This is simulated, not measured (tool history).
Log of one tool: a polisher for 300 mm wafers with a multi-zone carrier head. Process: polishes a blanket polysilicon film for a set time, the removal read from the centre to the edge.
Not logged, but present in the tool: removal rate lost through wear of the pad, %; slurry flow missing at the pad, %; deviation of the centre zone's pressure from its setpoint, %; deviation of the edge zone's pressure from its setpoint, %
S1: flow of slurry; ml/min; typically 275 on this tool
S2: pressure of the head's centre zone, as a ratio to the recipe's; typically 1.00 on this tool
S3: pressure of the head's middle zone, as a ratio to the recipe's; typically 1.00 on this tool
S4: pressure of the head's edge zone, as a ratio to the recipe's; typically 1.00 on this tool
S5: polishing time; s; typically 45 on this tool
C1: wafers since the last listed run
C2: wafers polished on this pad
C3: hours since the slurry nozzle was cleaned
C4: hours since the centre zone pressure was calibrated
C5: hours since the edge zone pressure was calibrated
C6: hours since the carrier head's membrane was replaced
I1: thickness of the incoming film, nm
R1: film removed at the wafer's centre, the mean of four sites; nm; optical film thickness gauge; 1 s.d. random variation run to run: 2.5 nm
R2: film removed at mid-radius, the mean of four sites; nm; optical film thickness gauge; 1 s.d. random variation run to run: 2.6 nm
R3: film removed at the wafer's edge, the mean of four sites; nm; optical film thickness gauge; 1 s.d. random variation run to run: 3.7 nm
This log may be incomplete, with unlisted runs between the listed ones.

run,day,S1,S2,S3,S4,S5,C1,C2,C3,C4,C5,C6,I1,R1,R2,R3
1,0.000,275,0.92,1.00,1.00,45,0,173,285.9,445.1,293.5,1040.2,1023.1,359.0,412.7,396.8
2,0.575,275,1.00,1.00,1.00,45,186,359,299.7,458.9,307.3,1054.0,1037.9,390.0,410.8,386.2
# day 1.096: edge zone pressure recalibrated
3,1.950,275,1.00,1.00,1.00,45,418,777,332.7,491.9,20.5,1087.0,1027.8,379.5,398.5,385.8
4,2.775,275,1.00,1.00,1.00,45,267,1045,352.5,511.7,40.3,1106.8,1018.0,373.3,395.7,375.9
# day 3.425: worn pad replaced by a new one
5,4.250,275,1.00,1.00,1.00,45,423,267,387.9,547.1,75.7,1142.2,999.3,392.0,412.4,399.5
6,4.900,275,1.00,1.00,1.00,45,210,477,403.5,562.7,91.3,1157.8,1010.4,386.6,410.9,395.6
# day 6.075: centre zone pressure recalibrated
7,6.138,275,1.00,1.03,1.00,45,373,851,433.2,1.5,121.0,1187.5,1026.4,399.5,413.5,388.3
8,7.200,275,1.00,1.00,1.00,45,344,1195,458.7,27.0,146.5,1213.0,1001.0,387.4,395.3,374.8
# day 7.904: carrier head's membrane replaced by a new one
# day 8.008: worn pad replaced by a new one
9,8.029,275,1.00,1.00,1.00,45,167,6,478.6,46.9,166.4,3.0,1029.7,397.1,415.8,403.7
10,8.467,275,1.00,0.92,1.00,45,141,148,489.1,57.4,176.9,13.5,1031.8,398.2,391.9,397.1
# day 9.004: slurry nozzle cleaned
11,9.562,275,1.00,1.08,1.11,45,341,490,13.4,83.7,203.2,39.8,1013.6,400.7,432.7,410.1
12,10.358,350,1.00,1.00,1.06,45,257,747,32.5,102.8,222.3,58.9,1039.5,403.9,418.1,402.9
# day 11.746: worn pad replaced by a new one
13,11.788,275,1.00,1.00,1.00,45,408,13,66.8,137.1,256.6,93.2,1029.0,392.7,409.7,398.3
# day 12.433: edge zone pressure recalibrated
14,13.150,275,1.00,1.00,1.00,45,414,427,99.5,169.8,17.2,125.9,1017.6,394.1,414.2,388.1
15,14.088,325,0.91,1.11,1.00,38,303,731,122.0,192.3,39.7,148.4,1017.9,302.7,372.0,330.2
16,14.788,275,1.00,1.10,1.00,45,226,957,138.8,209.1,56.5,165.2,1022.6,382.7,424.4,386.4
17,15.388,275,1.03,1.08,1.03,45,194,1152,153.2,223.5,70.9,179.6,1008.6,386.2,410.6,390.3
# day 16.142: worn pad replaced by a new one
18,16.162,275,1.00,1.00,1.00,45,197,6,171.8,242.1,89.5,198.2,1030.1,388.1,411.5,391.3
19,17.125,200,1.00,1.04,1.09,45,311,318,194.9,265.2,112.6,221.3,1003.3,369.6,404.8,404.0
20,17.971,275,1.00,1.00,1.00,45,273,592,215.2,285.5,132.9,241.6,1010.5,384.0,404.9,382.8
21,19.292,245,1.00,1.00,0.88,35,427,1020,246.9,317.2,164.6,273.3,1024.1,286.6,302.1,275.2

What if the next run were any one of these 5? Each begins from the tool's condition after run 21:
A,19.308,275,1.00,1.04,1.00,45,5,1025,247.3,317.6,165.0,273.7,1033.8,?,?,?
B,19.308,275,1.00,0.95,1.09,45,5,1025,247.3,317.6,165.0,273.7,1033.8,?,?,?
C,19.308,365,1.00,1.00,1.10,45,5,1025,247.3,317.6,165.0,273.7,1033.8,?,?,?
D,19.308,275,0.92,1.00,0.97,45,5,1025,247.3,317.6,165.0,273.7,1033.8,?,?,?
E,19.308,235,1.00,0.95,1.00,30,5,1025,247.3,317.6,165.0,273.7,1033.8,?,?,?

run,R1,R2,R3
A,377.5,403.7,383.5
B,377.4,382.8,400.5
C,389.4,405.7,410.9
D,346.9,394.6,378.0
E,246.0,250.2,252.0
Stripped of hidden state, with their random variation kept, the same runs would have yielded:
run,R1,R2,R3
A,415.4,423.0,401.8
B,415.2,401.1,419.6
C,428.4,425.0,430.6
D,381.8,413.4,396.1
E,270.7,262.1,264.1
